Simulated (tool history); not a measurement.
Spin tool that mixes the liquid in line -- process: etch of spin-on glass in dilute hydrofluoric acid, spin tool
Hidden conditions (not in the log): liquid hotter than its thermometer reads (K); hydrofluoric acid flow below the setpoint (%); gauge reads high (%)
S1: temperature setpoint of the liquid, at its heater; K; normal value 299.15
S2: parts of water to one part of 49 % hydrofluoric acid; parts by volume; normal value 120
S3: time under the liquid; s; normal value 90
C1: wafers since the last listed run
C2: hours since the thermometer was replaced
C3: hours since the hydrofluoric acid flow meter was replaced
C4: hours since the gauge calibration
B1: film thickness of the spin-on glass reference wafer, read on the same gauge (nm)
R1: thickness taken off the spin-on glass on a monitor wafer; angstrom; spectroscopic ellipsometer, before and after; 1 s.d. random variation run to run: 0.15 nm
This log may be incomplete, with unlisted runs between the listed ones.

run,hour,S1,S2,S3,C1,C2,C3,C4,B1,R1
1,0,296.65,120,125,0,2279.8,999.8,131.2,39.98,281.7
2,16.5,296.65,120,125,148,2296.3,1016.3,147.7,40.01,284.3
3,29.5,296.65,120,125,117,2309.3,1029.3,160.7,40.01,283.3
4,43.7,299.15,120,105,127,2323.5,1043.5,174.9,39.98,260.2
5,59.1,299.15,120,90,138,2338.9,1058.9,190.3,39.99,221.7
6,68.7,299.15,120,90,86,2348.5,1068.5,199.9,39.99,221.8
7,84.6,300.15,120,90,143,2364.4,1084.4,215.8,40.01,230.6
8,96.1,300.15,120,90,103,2375.9,1095.9,227.3,39.99,232.5
9,107.2,300.15,120,90,99,2387,1107,238.4,39.99,228.4
10,122.7,299.15,120,90,139,2402.5,1122.5,253.9,39.99,221.7
# hour 129.9: thermometer replaced
# hour 136.8: gauge calibrated
11,140.4,299.15,120,90,150,10.5,1140.2,3.6,40.02,219.5
12,148.1,299.15,120,45,69,18.2,1147.9,11.3,40.01,110.1
13,157.5,301.65,120,145,84,27.6,1157.3,20.7,39.98,391.6
14,172.7,297.65,150,90,136,42.8,1172.5,35.9,40.01,160.4
15,186.2,299.15,70,90,121,56.3,1186,49.4,39.99,404.9
# hour 212.6: hydrofluoric acid flow meter replaced
16,223.1,299.15,120,90,323,93.2,10.5,86.3,40,251.9
17,229.2,299.15,120,90,54,99.3,16.6,92.4,39.98,251.7
18,246.4,296.15,160,120,154,116.5,33.8,109.6,39.97,213.8
19,262.1,299.15,175,145,141,132.2,49.5,125.3,40,258.3
20,277.2,299.15,170,50,135,147.3,64.6,140.4,39.98,91.6
21,293.3,296.15,155,90,144,163.4,80.7,156.5,40.02,163
22,300.7,296.15,120,115,66,170.8,88.1,163.9,40.01,284

Hidden state at the last listed run before each entry between runs and at the first one after, where it differs:
Logged between run 10 and run 11: thermometer replaced (hour 129.9); gauge calibrated (hour 136.8)
  hydrofluoric acid flow below the setpoint (%): 11.9 -> 12
  the result without the hidden state subtracted from the measured one, R1: -35 -> -35.1 angstrom
Logged between run 15 and run 16: hydrofluoric acid flow meter replaced (hour 212.6)
  hydrofluoric acid flow below the setpoint (%): 12.4 -> 1.9
  the result without the hidden state subtracted from the measured one, R1: -63.5 -> -5.7 angstrom

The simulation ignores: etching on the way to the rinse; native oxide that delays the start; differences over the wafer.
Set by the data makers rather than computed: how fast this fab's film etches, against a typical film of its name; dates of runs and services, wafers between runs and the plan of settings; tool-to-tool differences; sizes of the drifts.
